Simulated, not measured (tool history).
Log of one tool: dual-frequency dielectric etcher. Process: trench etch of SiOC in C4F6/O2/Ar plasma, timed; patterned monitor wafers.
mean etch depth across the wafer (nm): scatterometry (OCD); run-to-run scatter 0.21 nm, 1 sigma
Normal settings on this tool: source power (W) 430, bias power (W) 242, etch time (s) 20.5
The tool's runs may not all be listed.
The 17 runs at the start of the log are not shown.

| run | hour | source power (W) | bias power (W) | etch time (s) | read-back reference wafer on the same gauge, depth_nm | mean etch depth across the wafer (nm) |
|---|---|---|---|---|---|---|
| 18 | 555.5 | 380 | 223 | 24 | 38.97 | 46.59 |
|  | 601.9 | wet clean of the chamber |
| 19 | 602.4 | 500 | 268 | 16 | 39.05 | 38.02 |
| 20 | 602.7 | 540 | 210 | 23 | 38.99 | 51.17 |
| 21 | 610.1 | 510 | 280 | 20.5 | 39.01 | 49.89 |
| 22 | 633.1 | 540 | 242 | 20.5 | 39.02 | 48.03 |
| 23 | 662.9 | 430 | 242 | 20.5 | 38.98 | 44.12 |
| 24 | 763.4 | 430 | 197 | 24 | 39.06 | 47.35 |
| 25 | 790.1 | 340 | 216 | 19 | 39.01 | 35.87 |
| 26 | 819 | 380 | 242 | 20.5 | 39.01 | 41.88 |
| 27 | 839.2 | 430 | 277 | 15.5 | 38.99 | 34.5 |
| 28 | 851.4 | 480 | 195 | 20.5 | 38.92 | 41.64 |
| 29 | 869.6 | 430 | 242 | 20.5 | 39.01 | 42.91 |
| 30 | 889.9 | 430 | 242 | 20.5 | 39.03 | 43.15 |
| 31 | 909.5 | 540 | 242 | 20.5 | 39.04 | 46.23 |

Here are 3 independent what-if runs from the current tool condition. What would each one return?
| A | 909.9 | 430 | 242 | 20.5 | ? | ? |
| B | 909.9 | 530 | 284 | 20.5 | ? | ? |
| C | 909.9 | 430 | 242 | 23.5 | ? | ? |

| run | read-back reference wafer on the same gauge, depth_nm | mean etch depth across the wafer (nm) |
|---|---|---|
| A | 38.96 | 43.34 |
| B | 38.96 | 49.4 |
| C | 38.96 | 49.68 |
The same runs, with their run-to-run variation unchanged, on a tool lacking any hidden condition would have given:
| run | mean etch depth across the wafer (nm) |
|---|---|
| A | 44.48 |
| B | 50.69 |
| C | 50.99 |

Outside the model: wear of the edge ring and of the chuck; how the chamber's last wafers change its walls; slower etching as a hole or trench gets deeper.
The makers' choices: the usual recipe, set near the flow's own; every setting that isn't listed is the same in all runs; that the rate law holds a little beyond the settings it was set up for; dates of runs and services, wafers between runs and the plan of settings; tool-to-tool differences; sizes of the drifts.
